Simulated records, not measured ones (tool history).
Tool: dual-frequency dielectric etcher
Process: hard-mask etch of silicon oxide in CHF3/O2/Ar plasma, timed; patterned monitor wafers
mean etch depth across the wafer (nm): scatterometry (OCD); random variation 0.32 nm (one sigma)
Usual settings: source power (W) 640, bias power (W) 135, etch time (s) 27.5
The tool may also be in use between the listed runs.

| run | hour | source power (W) | bias power (W) | etch time (s) | read-back reference wafer on the same gauge, depth_nm | mean etch depth across the wafer (nm) |
|---|---|---|---|---|---|---|
| 1 | 0 | 640 | 135 | 27.5 | 57.2 | 54.4 |
| 2 | 9.9 | 640 | 135 | 27.5 | 57.2 | 53.5 |
| 3 | 17.8 | 640 | 135 | 27.5 | 57.2 | 54 |
| 4 | 35 | 640 | 135 | 27.5 | 57.2 | 53.6 |
| 5 | 42.2 | 640 | 135 | 27.5 | 57.2 | 53.9 |
| 6 | 56.4 | 640 | 135 | 27.5 | 57.2 | 54.3 |
| 7 | 73.3 | 640 | 135 | 27.5 | 57.2 | 54.1 |
| 8 | 97.1 | 640 | 135 | 27.5 | 57.2 | 54 |
| 9 | 110.1 | 640 | 159 | 27.5 | 57.2 | 59.2 |
| 10 | 124.6 | 640 | 159 | 27.5 | 57.2 | 58.8 |
| 11 | 132.9 | 640 | 135 | 27.5 | 57.2 | 54.5 |
|  | 138.8 | bias power generator calibrated |
| 12 | 142.4 | 640 | 135 | 27.5 | 57.2 | 54.6 |
|  | 171.2 | wet clean of the chamber |
|  | 180.5 | upper electrode replaced |
| 13 | 181 | 770 | 121 | 31.5 | 57.2 | 62.5 |
| 14 | 192.8 | 640 | 135 | 34 | 57.1 | 66.2 |
| 15 | 203.5 | 570 | 135 | 25 | 57.2 | 45.3 |
|  | 215.3 | source power generator calibrated |
| 16 | 215.8 | 580 | 135 | 25 | 57.2 | 45.9 |
| 17 | 222.6 | 720 | 135 | 34.5 | 57.2 | 70.3 |
| 18 | 231.8 | 490 | 147 | 24 | 57.3 | 42.7 |
| 19 | 239.5 | 720 | 135 | 34.5 | 57.2 | 70.2 |
| 20 | 249.7 | 570 | 135 | 33 | 57.2 | 60.6 |
| 21 | 261 | 640 | 135 | 27.5 | 57.2 | 53.4 |
| 22 | 273.9 | 640 | 135 | 27.5 | 57.2 | 53.5 |
| 23 | 289.9 | 640 | 135 | 23 | 57.2 | 44.3 |
|  | 295.7 | gauge calibrated |
| 24 | 304.5 | 790 | 156 | 33.5 | 57.2 | 76.8 |
| 25 | 319.7 | 750 | 135 | 27.5 | 57.2 | 57.5 |
| 26 | 326.4 | 640 | 135 | 27.5 | 57.2 | 53.4 |
| 27 | 372.8 | 640 | 135 | 27.5 | 57.2 | 54 |
| 28 | 385.8 | 490 | 148 | 20 | 57.2 | 35.9 |
| 29 | 402.4 | 790 | 135 | 33.5 | 57.3 | 72.7 |

The same runs without the tool's hidden state, with the same run-to-run variation:
The hidden state here: etch rate over this chamber's usual, %; source power that arrives over what is set, %; bias power that arrives over what is set, %; gauge reads high (%).
| run | mean etch depth across the wafer (nm) |
|---|---|
| 1 | 53.4 |
| 2 | 52.4 |
| 3 | 52.9 |
| 4 | 52.5 |
| 5 | 52.8 |
| 6 | 53.2 |
| 7 | 52.9 |
| 8 | 52.7 |
| 9 | 57.7 |
| 10 | 57.3 |
| 11 | 53.1 |
| 12 | 53.1 |
| 13 | 62.5 |
| 14 | 66.1 |
| 15 | 45.2 |
| 16 | 45.8 |
| 17 | 70.1 |
| 18 | 42.6 |
| 19 | 69.9 |
| 20 | 60.3 |
| 21 | 53.1 |
| 22 | 53.1 |
| 23 | 44 |
| 24 | 76.1 |
| 25 | 57 |
| 26 | 52.9 |
| 27 | 53.3 |
| 28 | 35.4 |
| 29 | 71.6 |

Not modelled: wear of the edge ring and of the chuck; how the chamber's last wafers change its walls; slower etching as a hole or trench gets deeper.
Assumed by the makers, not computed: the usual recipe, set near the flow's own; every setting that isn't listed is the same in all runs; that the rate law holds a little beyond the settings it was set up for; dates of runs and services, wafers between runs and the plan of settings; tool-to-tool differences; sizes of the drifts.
